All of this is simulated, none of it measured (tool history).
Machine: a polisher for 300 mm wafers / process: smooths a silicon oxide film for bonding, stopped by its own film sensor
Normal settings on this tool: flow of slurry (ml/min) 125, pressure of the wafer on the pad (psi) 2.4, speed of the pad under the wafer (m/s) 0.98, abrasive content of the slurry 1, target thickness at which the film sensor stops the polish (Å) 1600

run   hour  flow of slurry (ml/min)  pressure of the wafer on the pad (psi)  speed of the pad under the wafer (m/s)  abrasive content of the slurry  target thickness at which the film sensor stops the polish (Å)  wafers since the last listed run  wafers polished on this pad  hours since the slurry nozzle was cleaned  hours since the head pressure was calibrated  hours since the slurry blender was calibrated  incoming thickness of the incoming film, nm  time until the film sensor stopped the polish (s)
  1      0                      125                                     2.4                                    0.98                               1                                                            1600                                 0                           48                                      784.1                                         923.9                                          180.3                                        213.9                                               76.9
  2   14.4                      125                                     2.4                                    0.98                               1                                                            1600                               146                          194                                      798.5                                         938.3                                          194.7                                        206.5                                               64.6
  3   64.2                      125                                     2.4                                    0.98                               1                                                            1600                               505                          699                                      848.3                                         988.1                                          244.5                                        208.4                                               70.8
  4   72.6                      125                                     2.4                                    0.98                               1                                                            1600                                85                          784                                      856.7                                         996.5                                          252.9                                        210.4                                               72.4
  5   83.9                      125                                     2.4                                    0.98                               1                                                            1600                               114                          899                                        868                                        1007.8                                          264.2                                        213.1                                               75.2
     104.5  -- worn pad replaced by a new one
  6    105                      125                                     2.4                                    0.98                               1                                                            1600                               173                            5                                      889.1                                        1028.9                                          285.3                                          206                                               66.9
  7  111.9                      125                                     2.4                                    0.98                               1                                                            1550                                69                           75                                        896                                        1035.8                                          292.2                                          212                                               82.5
  8  120.5                      110                                     2.4                                    0.98                               1                                                            1560                                87                          162                                      904.6                                        1044.4                                          300.8                                        210.4                                               82.6
  9  137.1                      110                                     2.4                                    0.98                               1                                                            1560                               168                          330                                      921.2                                          1061                                          317.4                                        208.6                                               82.8
 10  144.1                      125                                     2.4                                    1.08                               1                                                            1600                                71                          401                                      928.2                                          1068                                          324.4                                        206.2                                                 64
 11  159.6                      125                                     2.4                                    0.98                               1                                                            1600                               157                          559                                      943.7                                        1083.5                                          339.9                                        209.6                                               74.9
 12  169.7                      125                                     2.4                                    0.98                            1.15                                                            1600                               102                          661                                      953.8                                        1093.6                                            350                                        205.9                                               65.2
       176  -- slurry blender recalibrated
     204.7  -- worn pad replaced by a new one
 13  219.8                      125                                     2.4                                    0.98                            1.15                                                            1600                               447                          152                                     1003.9                                        1143.7                                           43.8                                        206.3                                               65.6
     222.6  -- slurry nozzle cleaned
 14  232.3                      125                                     2.4                                    0.98                               1                                                            1690                               116                          269                                        9.7                                        1156.2                                           56.3                                        208.6                                               49.6
 15    239                      140                                     2.1                                    0.98                               1                                                            1600                                67                          337                                       16.4                                        1162.9                                             63                                        209.8                                               67.4
 16  250.4                      125                                     2.7                                    0.98                             1.3                                                            1600                               115                          453                                       27.8                                        1174.3                                           74.4                                        211.4                                               50.9
 17  266.3                      145                                     2.6                                    0.98                             0.9                                                            1600                               161                          614                                       43.7                                        1190.2                                           90.3                                        209.9                                               57.4
 18  276.4                       90                                     3.1                                    0.98                             0.8                                                            1600                               102                          716                                       53.8                                        1200.3                                          100.4                                          208                                               55.3
 19  283.5                      125                                     2.4                                    0.98                               1                                                            1600                                72                          788                                       60.9                                        1207.4                                          107.5                                        209.5                                               62.2
 20  290.4                      125                                     2.8                                    0.98                               1                                                            1600                                69                          858                                       67.8                                        1214.3                                          114.4                                        209.9                                               51.5
     303.4  -- worn pad replaced by a new one
 21  313.5                       95                                     2.4                                    1.08                             0.8                                                            1740                               193                          102                                       90.9                                        1237.4                                          137.5                                        210.8                                               51.4
     321.3  -- head pressure recalibrated
 22  321.8                      125                                     2.4                                    0.98                               1                                                            1710                                63                          166                                       99.2                                           0.5                                          145.8                                        207.2                                               44.1
 23  329.1                      115                                     2.4                                    0.98                               1                                                            1600                                74                          240                                      106.5                                           7.8                                          153.1                                        205.3                                               56.4
 24  339.5                      125                                     2.4                                    0.98                            0.75                                                            1600                               105                          345                                      116.9                                          18.2                                          163.5                                        210.7                                               70.4
 25  350.4                      125                                     2.4                                    0.98                            1.15                                                            1600                               110                          456                                      127.8                                          29.1                                          174.4                                        207.1                                               54.9
 26  368.1                      125                                     2.4                                    0.98                               1                                                            1600                               179                          635                                      145.5                                          46.8                                          192.1                                        207.3                                               57.9
 27  385.2                      155                                     2.4                                    0.98                            0.85                                                            1450                               173                          809                                      162.6                                          63.9                                          209.2                                        208.8                                               81.1
 28  396.2                      125                                     2.4                                    0.98                               1                                                            1600                               111                          920                                      173.6                                          74.9                                          220.2                                        212.5                                               65.5
     412.5  -- worn pad replaced by a new one
 29  413.8                      125                                     2.6                                    0.84                             1.2                                                            1490                               137                           13                                      191.2                                          92.5                                          237.8                                        208.1                                               68.6
 30  431.5                      160                                       3                                    0.76                             0.7                                                            1600                               179                          192                                      208.9                                         110.2                                          255.5                                        212.5                                               65.8
 31  439.1                       90                                     3.1                                    0.98                             0.8                                                            1600                                77                          269                                      216.5                                         117.8                                          263.1                                        209.2                                               57.3

Alternative continuations, all from the tool just after run 31; predict every row:
  A  439.5                      125                                     2.4                                    0.98                               1                                                            1600                                 4                          273                                      216.9                                         118.2                                          263.5                                        211.5                                                  ?
  B  439.5                      125                                     1.8                                    0.98                               1                                                            1440                                 4                          273                                      216.9                                         118.2                                          263.5                                        211.5                                                  ?
  C  439.5                      125                                     2.4                                    1.18                               1                                                            1600                                 4                          273                                      216.9                                         118.2                                          263.5                                        211.5                                                  ?

run  time until the film sensor stopped the polish (s)
  A                                               63.6
  B                                              111.2
  C                                                 58
Without the tool's unlogged condition, the same runs would have read:
run  time until the film sensor stopped the polish (s)
  A                                               61.4
  B                                              107.3
  C                                                 56
